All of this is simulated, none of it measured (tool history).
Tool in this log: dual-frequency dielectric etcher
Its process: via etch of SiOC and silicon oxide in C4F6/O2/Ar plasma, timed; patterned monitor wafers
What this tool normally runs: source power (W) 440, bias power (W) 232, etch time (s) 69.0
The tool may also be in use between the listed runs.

| run | hour | source power (W) | bias power (W) | etch time (s) | read-back reference wafer on the same gauge, depth_nm | mean etch depth across the wafer (angstrom) |
|---|---|---|---|---|---|---|
| 1 | 0.0 | 370 | 277 | 69.0 | 94.7 | 1000 |
| 2 | 63.2 | 370 | 277 | 69.0 | 94.6 | 1012 |
| 3 | 118.4 | 440 | 232 | 53.5 | 94.7 | 750 |
|  | 143.9 | wet clean of the chamber |
| 4 | 169.9 | 440 | 232 | 53.5 | 94.7 | 740 |
| 5 | 208.9 | 440 | 232 | 53.5 | 94.6 | 736 |
| 6 | 429.7 | 440 | 232 | 69.0 | 94.7 | 948 |
| 7 | 489.8 | 440 | 188 | 88.0 | 94.6 | 1101 |
|  | 564.1 | upper electrode replaced |
| 8 | 591.5 | 440 | 272 | 69.0 | 94.8 | 1047 |
| 9 | 642.0 | 380 | 279 | 87.5 | 94.7 | 1297 |
| 10 | 680.3 | 440 | 232 | 69.0 | 94.7 | 968 |
| 11 | 766.1 | 520 | 251 | 78.5 | 94.8 | 1196 |
|  | 837.1 | wet clean of the chamber |
| 12 | 837.6 | 440 | 232 | 69.0 | 94.7 | 948 |
| 13 | 909.7 | 440 | 232 | 69.0 | 94.8 | 944 |
| 14 | 979.4 | 440 | 232 | 69.0 | 94.7 | 954 |
| 15 | 1037.2 | 440 | 232 | 69.0 | 94.8 | 961 |
| 16 | 1108.0 | 440 | 232 | 89.0 | 94.7 | 1236 |
|  | 1212.3 | gauge calibrated |
| 17 | 1212.3 | 440 | 232 | 69.0 | 94.8 | 956 |
| 18 | 1280.5 | 440 | 232 | 63.0 | 94.6 | 884 |
| 19 | 1339.4 | 350 | 181 | 55.0 | 94.7 | 635 |
|  | 1441.2 | wet clean of the chamber |
| 20 | 1441.7 | 440 | 232 | 69.0 | 94.5 | 945 |
| 21 | 1543.2 | 380 | 232 | 69.0 | 94.6 | 918 |
| 22 | 1597.5 | 440 | 232 | 58.5 | 94.8 | 807 |
| 23 | 1696.4 | 440 | 215 | 69.0 | 94.7 | 920 |
| 24 | 1759.8 | 440 | 232 | 81.0 | 94.7 | 1115 |
| 25 | 1866.4 | 440 | 266 | 75.0 | 94.7 | 1120 |
| 26 | 1925.7 | 440 | 271 | 69.0 | 94.6 | 1044 |
| 27 | 2005.4 | 440 | 232 | 69.0 | 94.7 | 965 |
|  | 2052.9 | wet clean of the chamber |
| 28 | 2078.3 | 440 | 262 | 51.5 | 94.7 | 753 |
| 29 | 2153.4 | 440 | 262 | 81.0 | 94.7 | 1183 |

What the log doesn't show, run by run:
source power that arrives over what is set, %: 0 at every run
bias power that arrives over what is set, %: 0 at every run
gauge reads high (%): 0 at every run
H1: etch rate over this chamber's usual, %
| run | H1 |
|---|---|
| 1 | 1.21 |
| 2 | 1.39 |
| 3 | 1.56 |
| 4 | -0.0148 |
| 5 | 0.101 |
| 6 | 0.756 |
| 7 | 0.934 |
| 8 | 1.24 |
| 9 | 1.39 |
| 10 | 1.5 |
| 11 | 1.75 |
| 12 | -0.118 |
| 13 | 0.0964 |
| 14 | 0.303 |
| 15 | 0.475 |
| 16 | 0.685 |
| 17 | 0.994 |
| 18 | 1.2 |
| 19 | 1.37 |
| 20 | -0.169 |
| 21 | 0.132 |
| 22 | 0.293 |
| 23 | 0.587 |
| 24 | 0.775 |
| 25 | 1.09 |
| 26 | 1.27 |
| 27 | 1.5 |
| 28 | 0.0557 |
| 29 | 0.279 |

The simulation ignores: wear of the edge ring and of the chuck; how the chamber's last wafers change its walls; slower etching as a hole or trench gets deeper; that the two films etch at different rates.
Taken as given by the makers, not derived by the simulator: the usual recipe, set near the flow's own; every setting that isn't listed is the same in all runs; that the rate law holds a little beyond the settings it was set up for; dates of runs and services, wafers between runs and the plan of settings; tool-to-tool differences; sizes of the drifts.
